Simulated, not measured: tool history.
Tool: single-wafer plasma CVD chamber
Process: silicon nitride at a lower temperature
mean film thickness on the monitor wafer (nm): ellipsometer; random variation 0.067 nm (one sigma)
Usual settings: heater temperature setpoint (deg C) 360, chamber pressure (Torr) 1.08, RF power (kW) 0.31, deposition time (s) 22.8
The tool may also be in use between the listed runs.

run,day,heater temperature setpoint (deg C),chamber pressure (Torr),RF power (kW),deposition time (s),wafers since the last listed run,hours since the last thermocouple change,hours since the last RF generator calibration,hours since the last manometer calibration,hours since the showerhead was replaced,hours since the gauge calibration,"read-back reference wafer on the same gauge, thickness_nm",mean film thickness on the monitor wafer (nm)
1,0,360,1.08,0.31,22.8,0,1891.9,1359.6,2562.1,2977.5,372.3,27.245,22.595
2,0.7,360,1.08,0.325,22.8,512,1908.7,1376.4,2578.9,2994.3,389.1,27.272,23.127
3,1.408,360,1.08,0.325,22.8,518,1925.7,1393.4,2595.9,3011.3,406.1,27.264,23.098
4,1.738,360,1.08,0.325,22.8,241,1933.6,1401.3,2603.8,3019.2,414,27.311,23.009
# day 2.438: RF generator calibrated
5,2.458,360,1.08,0.31,20.7,283,1950.9,0.5,2621.1,3036.5,431.3,27.286,21.363
6,3.062,360,1.08,0.31,22.8,442,1965.4,15,2635.6,3051,445.8,27.307,23.414
# day 3.358: gauge calibrated
7,3.433,360,1.08,0.31,22.8,271,1974.3,23.9,2644.5,3059.9,1.8,27.3,23.528
8,3.879,360,1.08,0.31,22.8,326,1985,34.6,2655.2,3070.6,12.5,27.313,23.403
# day 4.788: capacitance manometer re-zeroed and calibrated
9,4.808,360,1.08,0.31,22.8,436,2007.3,56.9,0.5,3092.9,34.8,27.283,23.385
10,5.083,353,1.08,0.345,22.8,201,2013.9,63.5,7.1,3099.5,41.4,27.34,24.75
11,5.633,364,1.08,0.335,22.8,402,2027.1,76.7,20.3,3112.7,54.6,27.269,24.272
12,6.208,360,1.08,0.31,22.8,421,2040.9,90.5,34.1,3126.5,68.4,27.277,23.323
13,6.567,355,1.08,0.31,22.8,262,2049.5,99.1,42.7,3135.1,77,27.294,23.416
14,7.025,374,0.89,0.31,26.6,335,2060.5,110.1,53.7,3146.1,88,27.302,25.963
# day 7.546: showerhead replaced
15,7.567,360,1.08,0.31,22.8,152,2073.5,123.1,66.7,0.5,101,27.335,23.34
16,8.512,369,1.31,0.265,19.6,692,2096.2,145.8,89.4,23.2,123.7,27.276,19.511
# day 10.175: thermocouple changed; heater temperature recalibrated
17,10.2,367,1.08,0.31,22.8,991,0.6,186.3,129.9,63.7,164.2,27.274,23.246
18,10.792,372,1.22,0.31,26.3,433,14.8,200.5,144.1,77.9,178.4,27.253,27.554
19,11.292,360,1.32,0.33,22.8,366,26.8,212.5,156.1,89.9,190.4,27.319,25.177
20,11.583,360,1.08,0.31,22.8,213,33.8,219.5,163.1,96.9,197.4,27.338,23.333
21,11.988,360,1.08,0.31,22.8,295,43.5,229.2,172.8,106.6,207.1,27.312,23.275
22,12.442,356,1.08,0.31,26.1,332,54.4,240.1,183.7,117.5,218,27.297,26.721
23,12.771,360,1.08,0.31,22.8,241,62.3,248,191.6,125.4,225.9,27.28,23.464
24,13.325,360,0.95,0.31,22.8,405,75.6,261.3,204.9,138.7,239.2,27.279,22.648
25,14.021,360,1.15,0.265,22.8,509,92.3,278,221.6,155.4,255.9,27.26,21.891
26,14.692,345,1.08,0.25,24.3,491,108.4,294.1,237.7,171.5,272,27.342,22.489
27,15.304,360,1.08,0.31,22.8,448,123.1,308.8,252.4,186.2,286.7,27.258,23.381
28,15.629,372,1.08,0.37,22.8,237,130.9,316.6,260.2,194,294.5,27.312,25.144

5 ways to go on from here, each from the tool as it stands after run 28. What would each give?
A,15.646,360,1.08,0.31,22.8,12,131.3,317,260.6,194.4,294.9,?,?
B,15.646,368,1.08,0.31,22.8,12,131.3,317,260.6,194.4,294.9,?,?
C,15.646,369,1.08,0.285,20.6,12,131.3,317,260.6,194.4,294.9,?,?
D,15.646,356,1.27,0.37,26.4,12,131.3,317,260.6,194.4,294.9,?,?
E,15.646,360,1.33,0.27,19,12,131.3,317,260.6,194.4,294.9,?,?

run,"read-back reference wafer on the same gauge, thickness_nm",mean film thickness on the monitor wafer (nm)
A,27.286,23.343
B,27.286,23.259
C,27.286,20.176
D,27.286,30.623
E,27.286,19.127
Without the tool's hidden state the same runs would have given:
run,mean film thickness on the monitor wafer (nm)
A,23.598
B,23.513
C,20.403
D,30.945
E,19.342

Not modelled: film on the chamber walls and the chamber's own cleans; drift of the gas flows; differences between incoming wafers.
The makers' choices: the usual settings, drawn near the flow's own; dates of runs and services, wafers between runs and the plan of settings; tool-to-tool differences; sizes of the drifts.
